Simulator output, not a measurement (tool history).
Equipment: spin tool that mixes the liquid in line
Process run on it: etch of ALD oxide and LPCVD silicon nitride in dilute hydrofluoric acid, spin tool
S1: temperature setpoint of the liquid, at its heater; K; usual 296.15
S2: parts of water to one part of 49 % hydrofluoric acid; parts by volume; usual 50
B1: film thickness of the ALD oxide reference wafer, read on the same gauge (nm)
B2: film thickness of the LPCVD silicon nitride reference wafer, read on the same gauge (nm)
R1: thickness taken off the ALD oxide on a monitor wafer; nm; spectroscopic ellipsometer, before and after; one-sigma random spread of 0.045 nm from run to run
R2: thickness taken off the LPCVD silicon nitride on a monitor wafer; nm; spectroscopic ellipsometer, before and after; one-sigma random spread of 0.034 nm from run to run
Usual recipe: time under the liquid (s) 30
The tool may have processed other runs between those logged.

{"run": 1, "hour": 0.0, "S1": 293.15, "S2": 50, "time under the liquid (s)": 30, "B1": 29.98, "B2": 90.002, "R1": 9.23, "R2": 0.269}
{"run": 2, "hour": 17.5, "S1": 296.15, "S2": 50, "time under the liquid (s)": 30, "B1": 29.98, "B2": 90.003, "R1": 10.56, "R2": 0.346}
{"run": 3, "hour": 30.2, "S1": 296.15, "S2": 50, "time under the liquid (s)": 30, "B1": 30, "B2": 90.012, "R1": 10.58, "R2": 0.323}
{"run": 4, "hour": 43.2, "S1": 296.15, "S2": 50, "time under the liquid (s)": 30, "B1": 30, "B2": 89.984, "R1": 10.52, "R2": 0.354}
{"run": 5, "hour": 59.7, "S1": 296.15, "S2": 50, "time under the liquid (s)": 30, "B1": 29.99, "B2": 90.014, "R1": 10.51, "R2": 0.338}
{"hour": 75.9, "done": "gauge calibrated"}
{"run": 6, "hour": 77.1, "S1": 296.15, "S2": 50, "time under the liquid (s)": 30, "B1": 30, "B2": 90.029, "R1": 10.52, "R2": 0.375}
{"run": 7, "hour": 87.3, "S1": 296.15, "S2": 50, "time under the liquid (s)": 30, "B1": 30, "B2": 89.993, "R1": 10.55, "R2": 0.382}
{"run": 8, "hour": 100.7, "S1": 296.15, "S2": 50, "time under the liquid (s)": 30, "B1": 30.03, "B2": 89.988, "R1": 10.54, "R2": 0.245}
{"hour": 108.8, "done": "hydrofluoric acid flow meter replaced"}
{"run": 9, "hour": 109.3, "S1": 292.15, "S2": 50, "time under the liquid (s)": 30, "B1": 29.99, "B2": 90.031, "R1": 8.55, "R2": 0.242}
{"run": 10, "hour": 119.3, "S1": 292.15, "S2": 50, "time under the liquid (s)": 30, "B1": 30.03, "B2": 89.977, "R1": 8.62, "R2": 0.207}
{"run": 11, "hour": 126.9, "S1": 296.15, "S2": 50, "time under the liquid (s)": 30, "B1": 29.96, "B2": 90.021, "R1": 10.1, "R2": 0.316}
{"run": 12, "hour": 137.7, "S1": 296.15, "S2": 50, "time under the liquid (s)": 30, "B1": 30.01, "B2": 89.984, "R1": 10.16, "R2": 0.301}
{"run": 13, "hour": 145.0, "S1": 296.15, "S2": 50, "time under the liquid (s)": 30, "B1": 30.03, "B2": 90.039, "R1": 10.19, "R2": 0.302}
{"run": 14, "hour": 151.1, "S1": 296.15, "S2": 50, "time under the liquid (s)": 40, "B1": 30.01, "B2": 90.01, "R1": 13.5, "R2": 0.431}
{"run": 15, "hour": 166.5, "S1": 293.65, "S2": 25, "time under the liquid (s)": 35, "B1": 29.97, "B2": 89.997, "R1": 22.03, "R2": 0.556}
{"run": 16, "hour": 180.4, "S1": 296.15, "S2": 50, "time under the liquid (s)": 35, "B1": 29.99, "B2": 89.987, "R1": 11.84, "R2": 0.425}
{"hour": 182.1, "done": "hydrofluoric acid flow meter replaced, repeated, since the last time left the tool worse"}
{"run": 17, "hour": 196.0, "S1": 293.65, "S2": 25, "time under the liquid (s)": 35, "B1": 30, "B2": 90.018, "R1": 23.95, "R2": 0.598}
{"hour": 208.1, "done": "thermometer replaced"}
{"run": 18, "hour": 210.2, "S1": 294.65, "S2": 30, "time under the liquid (s)": 40, "B1": 29.98, "B2": 90.024, "R1": 23.76, "R2": 0.668}
{"run": 19, "hour": 228.2, "S1": 296.15, "S2": 50, "time under the liquid (s)": 30, "B1": 30, "B2": 89.997, "R1": 11.11, "R2": 0.315}
{"run": 20, "hour": 242.7, "S1": 300.15, "S2": 30, "time under the liquid (s)": 30, "B1": 30.01, "B2": 89.97, "R1": 22.37, "R2": 0.727}
{"run": 21, "hour": 255.9, "S1": 294.15, "S2": 65, "time under the liquid (s)": 15, "B1": 30.01, "B2": 90.013, "R1": 3.83, "R2": 0.095}
{"hour": 263.8, "done": "gauge calibrated"}
{"run": 22, "hour": 270.4, "S1": 291.65, "S2": 25, "time under the liquid (s)": 40, "B1": 30.02, "B2": 90.042, "R1": 25.07, "R2": 0.614}
{"run": 23, "hour": 276.6, "S1": 292.15, "S2": 70, "time under the liquid (s)": 45, "B1": 30, "B2": 89.947, "R1": 9.79, "R2": 0.26}

Forecast run 24:
{"run": 24, "hour": 283.9, "S1": 296.15, "S2": 50, "time under the liquid (s)": 30, "B1": "?", "B2": "?", "R1": "?", "R2": "?"}

B1: 29.99
B2: 89.984
R1: 11.12 nm
R2: 0.327 nm
Were there no unlogged condition in the tool, this run, its random variation unchanged, would have produced R1 11.2 nm, R2 0.329 nm.

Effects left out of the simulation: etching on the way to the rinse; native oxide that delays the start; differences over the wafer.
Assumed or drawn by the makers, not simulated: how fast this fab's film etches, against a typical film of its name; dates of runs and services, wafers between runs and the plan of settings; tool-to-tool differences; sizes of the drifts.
